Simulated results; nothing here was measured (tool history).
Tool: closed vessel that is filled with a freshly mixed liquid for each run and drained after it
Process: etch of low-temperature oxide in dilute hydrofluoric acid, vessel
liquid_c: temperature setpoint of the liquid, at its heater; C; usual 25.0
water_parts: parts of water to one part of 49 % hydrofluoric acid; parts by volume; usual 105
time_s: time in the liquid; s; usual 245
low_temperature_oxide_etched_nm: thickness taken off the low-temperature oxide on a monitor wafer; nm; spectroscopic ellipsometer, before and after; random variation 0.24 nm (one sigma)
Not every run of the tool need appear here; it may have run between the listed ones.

run    hour  liquid_c  water_parts  time_s  read-back film thickness of the low-temperature oxide reference wafer, read on the same gauge (nm)  low_temperature_oxide_etched_nm
  1     0.0      25.0          105     245                                                                                              130.01                            27.45
  2    97.7      25.0          105     245                                                                                              130.02                            26.98
  3   158.8      28.5           75     245                                                                                              129.98                            44.22
      174.1  -- thermometer replaced
  4   246.5      25.0          105     245                                                                                              129.97                            28.63
      259.4  -- gauge calibrated
  5   345.7      25.0          105     245                                                                                              130.00                            28.51
  6   439.4      25.0          105     245                                                                                              129.98                            28.40
  7   482.2      25.0          105     245                                                                                              130.00                            28.06
  8   563.7      25.0           85     245                                                                                              129.93                            36.24
  9   613.4      25.0           85     245                                                                                              129.96                            35.26
 10   704.0      29.5          105     350                                                                                              130.00                            47.63
 11   774.0      25.0          105     350                                                                                              129.98                            40.10
 12   840.4      22.5           55     245                                                                                              129.99                            50.92
 13   931.5      25.0          105     245                                                                                              129.99                            27.67
      957.5  -- hydrofluoric acid flow meter replaced
 14   992.8      25.0          105     245                                                                                              130.04                            27.57
 15  1088.3      29.0          105     245                                                                                              130.01                            32.55
 16  1151.2      25.0          120     390                                                                                              130.00                            38.12
 17  1258.2      23.5          105     245                                                                                              129.97                            26.13
 18  1328.7      25.0          105     245                                                                                              130.04                            27.77
 19  1379.2      27.5          105     245                                                                                              130.01                            29.94
 20  1501.2      25.0          105     245                                                                                              130.03                            27.61
 21  1562.1      25.0          105     205                                                                                              129.99                            22.90
 22  1618.6      25.0          105     245                                                                                              130.02                            27.50
 23  1685.5      28.5           60     175                                                                                              129.95                            41.69
 24  1743.6      25.0          105     180                                                                                              130.01                            19.65
 25  1786.9      25.0          120     370                                                                                              129.98                            35.03
 26  1831.3      28.0           65     390                                                                                              129.98                            83.22
 27  1877.3      25.0          105     245                                                                                              129.98                            26.71
 28  1921.5      25.0          125     360                                                                                              129.94                            32.92

Run 29 has not been measured yet. What should we expect?
 29  2020.1      25.0          105     245                                                                                                   ?                                ?

Run 29 produced read-back film thickness of the low-temperature oxide reference wafer, read on the same gauge (nm) 130.00, low_temperature_oxide_etched_nm 26.82 nm.
If the tool had no hidden condition, the same run with the same run-to-run variation would have returned low_temperature_oxide_etched_nm 28.72 nm.

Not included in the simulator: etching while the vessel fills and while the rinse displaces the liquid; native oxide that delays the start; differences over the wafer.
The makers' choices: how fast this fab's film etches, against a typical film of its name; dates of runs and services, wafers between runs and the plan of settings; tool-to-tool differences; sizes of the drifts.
